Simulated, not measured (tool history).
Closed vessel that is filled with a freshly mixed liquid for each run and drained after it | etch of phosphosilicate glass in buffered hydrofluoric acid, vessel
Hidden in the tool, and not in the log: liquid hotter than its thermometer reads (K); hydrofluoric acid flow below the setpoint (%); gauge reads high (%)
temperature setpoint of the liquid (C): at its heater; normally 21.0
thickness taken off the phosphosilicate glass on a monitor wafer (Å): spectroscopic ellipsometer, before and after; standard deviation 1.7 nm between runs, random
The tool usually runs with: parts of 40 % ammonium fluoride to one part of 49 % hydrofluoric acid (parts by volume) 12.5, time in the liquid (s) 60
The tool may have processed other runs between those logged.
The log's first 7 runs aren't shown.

run,hour,temperature setpoint of the liquid (C),parts of 40 % ammonium fluoride to one part of 49 % hydrofluoric acid (parts by volume),time in the liquid (s),wafers since the last listed run,hours since the thermometer was replaced,hours since the hydrofluoric acid flow meter was replaced,hours since the gauge calibration,"read-back film thickness of the phosphosilicate glass reference wafer, read on the same gauge (nm)",thickness taken off the phosphosilicate glass on a monitor wafer (Å)
8,241.0,21.0,12.5,60,1794,1632.1,969.9,1036.6,70.03,4203.2
9,260.6,21.0,12.5,60,2665,1651.7,989.5,1056.2,70.00,4170.6
10,277.0,21.0,12.5,60,2229,1668.1,1005.9,1072.6,69.99,4185.3
11,299.3,21.0,12.5,60,3032,1690.4,1028.2,1094.9,70.00,4202.2
12,330.4,21.0,12.5,60,4228,1721.5,1059.3,1126.0,70.01,4192.4
# hour 332.8: gauge calibrated
# hour 337.3: thermometer replaced
13,356.5,19.0,12.5,40,3412,19.2,1085.4,23.7,69.95,2413.6
14,389.9,21.0,12.5,60,4541,52.6,1118.8,57.1,69.98,4086.0
15,488.5,21.0,12.5,60,13406,151.2,1217.4,155.7,69.97,4030.8
16,511.2,21.0,12.5,60,3086,173.9,1240.1,178.4,70.02,4029.1

For run 17, what comes out?
17,535.9,25.5,12.5,75,3358,198.6,1264.8,203.1,?,?

Run 17 produced read-back film thickness of the phosphosilicate glass reference wafer, read on the same gauge (nm) 70.01, thickness taken off the phosphosilicate glass on a monitor wafer (Å) 6470.5.
The same run, on a tool lacking any hidden state, would have yielded thickness taken off the phosphosilicate glass on a monitor wafer (Å) 6698.3.
